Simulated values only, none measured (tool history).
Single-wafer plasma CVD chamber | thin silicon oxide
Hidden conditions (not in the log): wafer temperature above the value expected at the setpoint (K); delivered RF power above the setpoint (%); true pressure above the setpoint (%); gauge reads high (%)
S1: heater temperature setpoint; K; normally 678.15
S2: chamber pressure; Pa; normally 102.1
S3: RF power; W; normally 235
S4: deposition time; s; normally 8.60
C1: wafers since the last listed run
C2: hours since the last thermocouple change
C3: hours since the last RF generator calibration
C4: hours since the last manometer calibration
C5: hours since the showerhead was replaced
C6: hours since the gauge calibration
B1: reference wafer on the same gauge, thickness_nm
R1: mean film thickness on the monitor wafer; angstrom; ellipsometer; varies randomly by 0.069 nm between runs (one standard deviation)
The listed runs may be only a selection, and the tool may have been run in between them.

Run 1, day 0.000: usual settings but S2 111.7 Pa, S4 9.07 s; C1 0; C2 1051.6; C3 569.4; C4 277.8; C5 4879.0; C6 662.4; B1 11.726. Result: R1 144.27 angstrom.
Run 2, day 2.967: usual settings; C1 2211; C2 1122.8; C3 640.6; C4 349.0; C5 4950.2; C6 733.6; B1 11.692. Result: R1 125.48 angstrom.
Run 3, day 7.454: usual settings; C1 3344; C2 1230.5; C3 748.3; C4 456.7; C5 5057.9; C6 841.3; B1 11.657. Result: R1 124.62 angstrom.
Run 4, day 9.767: usual settings; C1 1723; C2 1286.0; C3 803.8; C4 512.2; C5 5113.4; C6 896.8; B1 11.700. Result: R1 123.99 angstrom.
At day 15.262: RF generator calibrated.
Run 5, day 20.567: usual settings; C1 7801; C2 1545.2; C3 127.3; C4 771.4; C5 5372.6; C6 1156.0; B1 11.697. Result: R1 127.50 angstrom.
Run 6, day 23.971: usual settings but S2 115.7 Pa, S4 8.25 s; C1 2537; C2 1626.9; C3 209.0; C4 853.1; C5 5454.3; C6 1237.7; B1 11.685. Result: R1 135.27 angstrom.
Run 7, day 27.946: usual settings; C1 2962; C2 1722.3; C3 304.4; C4 948.5; C5 5549.7; C6 1333.1; B1 11.693. Result: R1 125.23 angstrom.
Run 8, day 29.933: usual settings but S3 210 W; C1 1481; C2 1770.0; C3 352.1; C4 996.2; C5 5597.4; C6 1380.8; B1 11.735. Result: R1 120.25 angstrom.
At day 31.262: capacitance manometer re-zeroed and calibrated.
Run 9, day 32.200: usual settings but S3 210 W; C1 1440; C2 1824.4; C3 406.5; C4 22.5; C5 5651.8; C6 1435.2; B1 11.723. Result: R1 120.92 angstrom.
At day 34.883: thermocouple changed; heater temperature recalibrated.
Run 10, day 36.350: usual settings; C1 2844; C2 35.2; C3 506.1; C4 122.1; C5 5751.4; C6 1534.8; B1 11.723. Result: R1 125.85 angstrom.
Run 11, day 40.596: usual settings but S2 111.7 Pa, S4 9.07 s; C1 3164; C2 137.1; C3 608.0; C4 224.0; C5 5853.3; C6 1636.7; B1 11.725. Result: R1 143.20 angstrom.
At day 41.567: gauge calibrated.
Run 12, day 42.533: usual settings but S1 684.15 K, S2 110.7 Pa, S3 205 W; C1 1444; C2 183.6; C3 654.5; C4 270.5; C5 5899.8; C6 23.2; B1 11.688. Result: R1 127.61 angstrom.
At day 43.246: showerhead replaced, of another model than before.
Run 13, day 44.500: usual settings but S1 683.15 K, S4 9.64 s; C1 1217; C2 230.8; C3 701.7; C4 317.7; C5 30.1; C6 70.4; B1 11.730. Result: R1 137.85 angstrom.
At day 47.450: RF generator calibrated.
Run 14, day 48.267: usual settings but S1 684.15 K, S2 115.9 Pa, S3 250 W, S4 7.38 s; C1 2558; C2 321.2; C3 19.6; C4 408.1; C5 120.5; C6 160.8; B1 11.710. Result: R1 118.70 angstrom.
Run 15, day 52.092: usual settings but S3 250 W, S4 10.29 s; C1 2850; C2 413.0; C3 111.4; C4 499.9; C5 212.3; C6 252.6; B1 11.718. Result: R1 155.67 angstrom.
Run 16, day 55.971: usual settings; C1 2891; C2 506.1; C3 204.5; C4 593.0; C5 305.4; C6 345.7; B1 11.707. Result: R1 125.93 angstrom.
Run 17, day 58.879: usual settings but S4 7.19 s; C1 2167; C2 575.9; C3 274.3; C4 662.8; C5 375.2; C6 415.5; B1 11.684. Result: R1 105.83 angstrom.
Run 18, day 62.796: usual settings but S1 683.15 K, S2 94.3 Pa, S3 220 W; C1 2919; C2 669.9; C3 368.3; C4 756.8; C5 469.2; C6 509.5; B1 11.689. Result: R1 115.83 angstrom.

4 options for the next run, each taken on its own from the tool as it stands now. Forecast them:
Run A, day 62.812: usual settings; C1 12; C2 670.3; C3 368.7; C4 757.2; C5 469.6; C6 509.9; B1 ?. Result: R1 ?.
Run B, day 62.812: usual settings but S1 665.15 K; C1 12; C2 670.3; C3 368.7; C4 757.2; C5 469.6; C6 509.9; B1 ?. Result: R1 ?.
Run C, day 62.812: usual settings but S1 664.15 K, S2 87.9 Pa, S3 280 W, S4 7.14 s; C1 12; C2 670.3; C3 368.7; C4 757.2; C5 469.6; C6 509.9; B1 ?. Result: R1 ?.
Run D, day 62.812: usual settings but S1 664.15 K; C1 12; C2 670.3; C3 368.7; C4 757.2; C5 469.6; C6 509.9; B1 ?. Result: R1 ?.

run      B1      R1
  A  11.696  125.00
  B  11.696  126.22
  C  11.696  104.29
  D  11.696  126.31
What these runs would have given with no unlogged condition in the tool:
run      R1
  A  127.14
  B  128.38
  C  105.94
  D  128.48
